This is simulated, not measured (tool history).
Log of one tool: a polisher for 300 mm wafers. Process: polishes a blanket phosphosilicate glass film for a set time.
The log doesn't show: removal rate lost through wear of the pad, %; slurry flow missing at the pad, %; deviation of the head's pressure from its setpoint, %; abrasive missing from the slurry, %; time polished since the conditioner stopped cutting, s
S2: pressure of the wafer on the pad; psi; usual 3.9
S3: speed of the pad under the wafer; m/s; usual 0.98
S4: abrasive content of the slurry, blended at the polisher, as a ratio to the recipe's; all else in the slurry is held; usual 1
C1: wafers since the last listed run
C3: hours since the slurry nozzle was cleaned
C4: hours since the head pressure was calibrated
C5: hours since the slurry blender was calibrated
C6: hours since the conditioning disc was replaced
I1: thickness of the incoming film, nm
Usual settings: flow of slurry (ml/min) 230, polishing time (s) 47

{"run": 1, "hour": 0.0, "flow of slurry (ml/min)": 230, "S2": 3.9, "S3": 1.14, "S4": 1.15, "polishing time (s)": 47, "C1": 0, "wafers polished on this pad": 1046, "C3": 270.1, "C4": 496.1, "C5": 98.1, "C6": 96.3, "I1": 2478.7, "film removed (angstrom)": 6842}
{"hour": 20.3, "done": "worn pad replaced by a new one"}
{"run": 2, "hour": 30.9, "flow of slurry (ml/min)": 230, "S2": 3.9, "S3": 1.14, "S4": 1.15, "polishing time (s)": 47, "C1": 294, "wafers polished on this pad": 115, "C3": 301, "C4": 527, "C5": 129, "C6": 127.2, "I1": 2480, "film removed (angstrom)": 6923}
{"run": 3, "hour": 83.1, "flow of slurry (ml/min)": 230, "S2": 3.9, "S3": 1.14, "S4": 1.15, "polishing time (s)": 47, "C1": 571, "wafers polished on this pad": 686, "C3": 353.2, "C4": 579.2, "C5": 181.2, "C6": 179.4, "I1": 2450.6, "film removed (angstrom)": 6972}
{"hour": 119.1, "done": "worn pad replaced by a new one"}
{"run": 4, "hour": 126.0, "flow of slurry (ml/min)": 230, "S2": 3.9, "S3": 0.98, "S4": 1, "polishing time (s)": 58, "C1": 425, "wafers polished on this pad": 75, "C3": 396.1, "C4": 622.1, "C5": 224.1, "C6": 222.3, "I1": 2390.6, "film removed (angstrom)": 7211}
{"hour": 135.3, "done": "slurry blender recalibrated"}
{"run": 5, "hour": 165.1, "flow of slurry (ml/min)": 230, "S2": 3.9, "S3": 1.14, "S4": 1, "polishing time (s)": 47, "C1": 405, "wafers polished on this pad": 481, "C3": 435.2, "C4": 661.2, "C5": 29.8, "C6": 261.4, "I1": 2444.3, "film removed (angstrom)": 6681}
{"hour": 176.1, "done": "head pressure recalibrated"}
{"run": 6, "hour": 223.9, "flow of slurry (ml/min)": 230, "S2": 3.9, "S3": 0.98, "S4": 0.85, "polishing time (s)": 47, "C1": 621, "wafers polished on this pad": 1103, "C3": 494, "C4": 47.8, "C5": 88.6, "C6": 320.2, "I1": 2465.1, "film removed (angstrom)": 4957}
{"hour": 234.8, "done": "worn pad replaced by a new one"}
{"hour": 235.2, "done": "conditioning disc replaced and pad reconditioned"}
{"run": 7, "hour": 294.8, "flow of slurry (ml/min)": 230, "S2": 3.9, "S3": 0.98, "S4": 0.85, "polishing time (s)": 47, "C1": 727, "wafers polished on this pad": 652, "C3": 564.9, "C4": 118.7, "C5": 159.5, "C6": 59.6, "I1": 2446.7, "film removed (angstrom)": 5030}
{"run": 8, "hour": 326.8, "flow of slurry (ml/min)": 230, "S2": 3.9, "S3": 0.98, "S4": 1, "polishing time (s)": 47, "C1": 350, "wafers polished on this pad": 1002, "C3": 596.9, "C4": 150.7, "C5": 191.5, "C6": 91.6, "I1": 2455.8, "film removed (angstrom)": 5347}
{"hour": 333.3, "done": "worn pad replaced by a new one"}
{"hour": 338.6, "done": "slurry blender recalibrated"}
{"hour": 341.5, "done": "slurry nozzle cleaned"}
{"run": 9, "hour": 364.5, "flow of slurry (ml/min)": 295, "S2": 5.2, "S3": 0.98, "S4": 1.25, "polishing time (s)": 47, "C1": 335, "wafers polished on this pad": 308, "C3": 23, "C4": 188.4, "C5": 25.9, "C6": 129.3, "I1": 2415.1, "film removed (angstrom)": 8385}
{"run": 10, "hour": 411.6, "flow of slurry (ml/min)": 185, "S2": 3.2, "S3": 0.98, "S4": 1.1, "polishing time (s)": 60, "C1": 515, "wafers polished on this pad": 823, "C3": 70.1, "C4": 235.5, "C5": 73, "C6": 176.4, "I1": 2429.3, "film removed (angstrom)": 5972}
{"hour": 450.5, "done": "worn pad replaced by a new one"}
{"run": 11, "hour": 460.4, "flow of slurry (ml/min)": 285, "S2": 3, "S3": 1.08, "S4": 1.3, "polishing time (s)": 47, "C1": 490, "wafers polished on this pad": 108, "C3": 118.9, "C4": 284.3, "C5": 121.8, "C6": 225.2, "I1": 2451.1, "film removed (angstrom)": 5290}
{"run": 12, "hour": 491.4, "flow of slurry (ml/min)": 310, "S2": 3.4, "S3": 0.98, "S4": 1, "polishing time (s)": 47, "C1": 339, "wafers polished on this pad": 447, "C3": 149.9, "C4": 315.3, "C5": 152.8, "C6": 256.2, "I1": 2478.6, "film removed (angstrom)": 5027}
{"hour": 510.3, "done": "conditioning disc replaced and pad reconditioned"}
{"run": 13, "hour": 518.9, "flow of slurry (ml/min)": 230, "S2": 4.5, "S3": 1.12, "S4": 1.2, "polishing time (s)": 55, "C1": 278, "wafers polished on this pad": 726, "C3": 177.4, "C4": 342.8, "C5": 180.3, "C6": 8.6, "I1": 2408.8, "film removed (angstrom)": 9173}
{"hour": 550.2, "done": "worn pad replaced by a new one"}
{"hour": 552.3, "done": "slurry blender recalibrated"}
{"run": 14, "hour": 564.6, "flow of slurry (ml/min)": 230, "S2": 3.9, "S3": 1.24, "S4": 1, "polishing time (s)": 47, "C1": 434, "wafers polished on this pad": 135, "C3": 223.1, "C4": 388.5, "C5": 12.3, "C6": 54.3, "I1": 2474, "film removed (angstrom)": 6939}

Forecast each of these 5 alternatives for the next run:
{"run": "A", "hour": 565.0, "flow of slurry (ml/min)": 230, "S2": 3.9, "S3": 0.98, "S4": 1, "polishing time (s)": 47, "C1": 4, "wafers polished on this pad": 140, "C3": 223.5, "C4": 388.9, "C5": 12.7, "C6": 54.7, "I1": 2483.6, "film removed (angstrom)": "?"}
{"run": "B", "hour": 565.0, "flow of slurry (ml/min)": 305, "S2": 3.9, "S3": 1.3, "S4": 1.1, "polishing time (s)": 52, "C1": 4, "wafers polished on this pad": 140, "C3": 223.5, "C4": 388.9, "C5": 12.7, "C6": 54.7, "I1": 2483.6, "film removed (angstrom)": "?"}
{"run": "C", "hour": 565.0, "flow of slurry (ml/min)": 150, "S2": 3.9, "S3": 0.98, "S4": 1, "polishing time (s)": 41, "C1": 4, "wafers polished on this pad": 140, "C3": 223.5, "C4": 388.9, "C5": 12.7, "C6": 54.7, "I1": 2483.6, "film removed (angstrom)": "?"}
{"run": "D", "hour": 565.0, "flow of slurry (ml/min)": 275, "S2": 2.9, "S3": 1.26, "S4": 1, "polishing time (s)": 35, "C1": 4, "wafers polished on this pad": 140, "C3": 223.5, "C4": 388.9, "C5": 12.7, "C6": 54.7, "I1": 2483.6, "film removed (angstrom)": "?"}
{"run": "E", "hour": 565.0, "flow of slurry (ml/min)": 230, "S2": 3.9, "S3": 0.82, "S4": 1, "polishing time (s)": 32, "C1": 4, "wafers polished on this pad": 140, "C3": 223.5, "C4": 388.9, "C5": 12.7, "C6": 54.7, "I1": 2483.6, "film removed (angstrom)": "?"}

run=A film_removed_(angstrom)=5773
run=B film_removed_(angstrom)=8538
run=C film_removed_(angstrom)=4772
run=D film_removed_(angstrom)=3985
run=E film_removed_(angstrom)=3408
Without the tool's hidden state the same runs would have given:
run=A film_removed_(angstrom)=5564
run=B film_removed_(angstrom)=8180
run=C film_removed_(angstrom)=4650
run=D film_removed_(angstrom)=3826
run=E film_removed_(angstrom)=3285
